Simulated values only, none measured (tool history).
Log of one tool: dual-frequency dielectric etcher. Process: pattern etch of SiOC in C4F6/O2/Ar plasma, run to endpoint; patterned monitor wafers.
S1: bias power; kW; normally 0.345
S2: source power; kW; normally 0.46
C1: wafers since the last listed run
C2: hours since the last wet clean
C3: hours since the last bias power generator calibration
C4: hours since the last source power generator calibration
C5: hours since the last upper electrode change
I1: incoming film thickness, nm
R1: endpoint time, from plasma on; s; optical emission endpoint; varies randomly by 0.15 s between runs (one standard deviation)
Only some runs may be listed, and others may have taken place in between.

run    hour     S1    S2    C1     C2      C3      C4      C5    I1    R1
  1       0  0.345  0.46     0  258.8  3188.7  3544.1  5112.1  52.7  18.5
  2    14.4  0.345  0.46   286  273.2  3203.1  3558.5  5126.5  53.4  19.1
  3      28  0.345  0.46   270  286.8  3216.7  3572.1  5140.1  52.6  18.7
  4    56.9  0.285  0.46   574  315.7  3245.6    3601    5169  52.9  20.6
  5    80.5  0.345  0.46   469  339.3  3269.2  3624.6  5192.6  52.8  18.6
  6   115.7  0.345  0.46   699  374.5  3304.4  3659.8  5227.8  52.7  18.5
  7   143.4  0.345  0.46   550  402.2  3332.1  3687.5  5255.5  52.7  18.3
  8     165  0.345  0.46   429  423.8  3353.7  3709.1  5277.1  52.6  18.3
      189.4  -- wet clean of the chamber
  9   189.9  0.345  0.46    17    0.5  3378.6    3734    5302  52.4  19.4
 10   286.7  0.345  0.36  1924   97.3  3475.4  3830.8  5398.8  52.8  20.4
 11   317.4  0.297  0.46   610    128  3506.1  3861.5  5429.5    53    21
 12     334  0.323  0.39   329  144.6  3522.7  3878.1  5446.1  52.5  20.5
 13   358.2  0.384   0.4   481  168.8  3546.9  3902.3  5470.3  52.6  18.6
 14   391.1  0.345  0.51   653  201.7  3579.8  3935.2  5503.2  52.4  18.3
      418.6  -- upper electrode replaced
 15   426.6  0.345  0.46   228  237.2  3615.3  3970.7       8  52.6  18.7
      439.5  -- source power generator calibrated
 16   458.5  0.345  0.46   554  269.1  3647.2      19    39.9  52.6    19
 17   483.2  0.345  0.46   490  293.8  3671.9    43.7    64.6  52.8  18.5
 18     515  0.292  0.53   632  325.6  3703.7    75.5    96.4  52.5  19.6
 19   542.5  0.345  0.46   546  353.1  3731.2     103   123.9  52.7  18.8
      571.2  -- wet clean of the chamber
 20   572.8  0.299  0.57   125    1.6  3761.5   133.3   154.2  53.1  20.2
 21   606.2  0.378   0.5   663     35  3794.9   166.7   187.6  53.1  18.2
 22   638.8  0.293  0.39   648   67.6  3827.5   199.3   220.2  52.5  21.5
 23   661.6  0.295  0.55   453   90.4  3850.3   222.1     243  52.8    20
 24   683.2  0.345  0.46   429    112  3871.9   243.7   264.6  52.8  19.3
 25   697.5  0.277  0.53   284  126.3  3886.2     258   278.9    53    21
 26   720.8  0.278  0.46   463  149.6  3909.5   281.3   302.2  52.4  21.2
 27     741  0.287  0.53   401  169.8  3929.7   301.5   322.4  52.4  20.1
      760.7  -- bias power generator calibrated
 28   762.9  0.384   0.4   355  191.7     2.2   323.4   344.3  52.4  18.4
 29   804.5  0.307  0.46   826  233.3    43.8     365   385.9  53.1  20.1
 30   839.6  0.345  0.46   697  268.4    78.9   400.1     421  53.1    19
 31   865.8  0.409  0.56   520  294.6   105.1   426.3   447.2  52.5  16.5
 32     895  0.322  0.46   580  323.8   134.3   455.5   476.4  52.3  19.5
 33   918.4  0.268  0.55   465  347.2   157.7   478.9   499.8  52.8  20.5
 34  1022.4   0.26  0.51  2067  451.2   261.7   582.9   603.8    53  20.9
     1063.7  -- wet clean of the chamber
 35  1064.2  0.261  0.51   353    0.5   303.5   624.7   645.6  53.1  22.1
 36  1077.3  0.345  0.36   260   13.6   316.6   637.8   658.7  52.7  20.5

3 ways to go on from here, each from the tool as it stands after run 36. What would each give?
  A  1077.7  0.345  0.46   7  14  317  638.2  659.1  53   ?
  B  1077.7  0.295  0.39   7  14  317  638.2  659.1  53   ?
  C  1077.7  0.315   0.4   7  14  317  638.2  659.1  53   ?

run    R1
  A  19.3
  B  21.7
  C  20.9
With no hidden state in the tool, these same runs would have given:
run    R1
  A  19.4
  B  21.8
  C  20.9
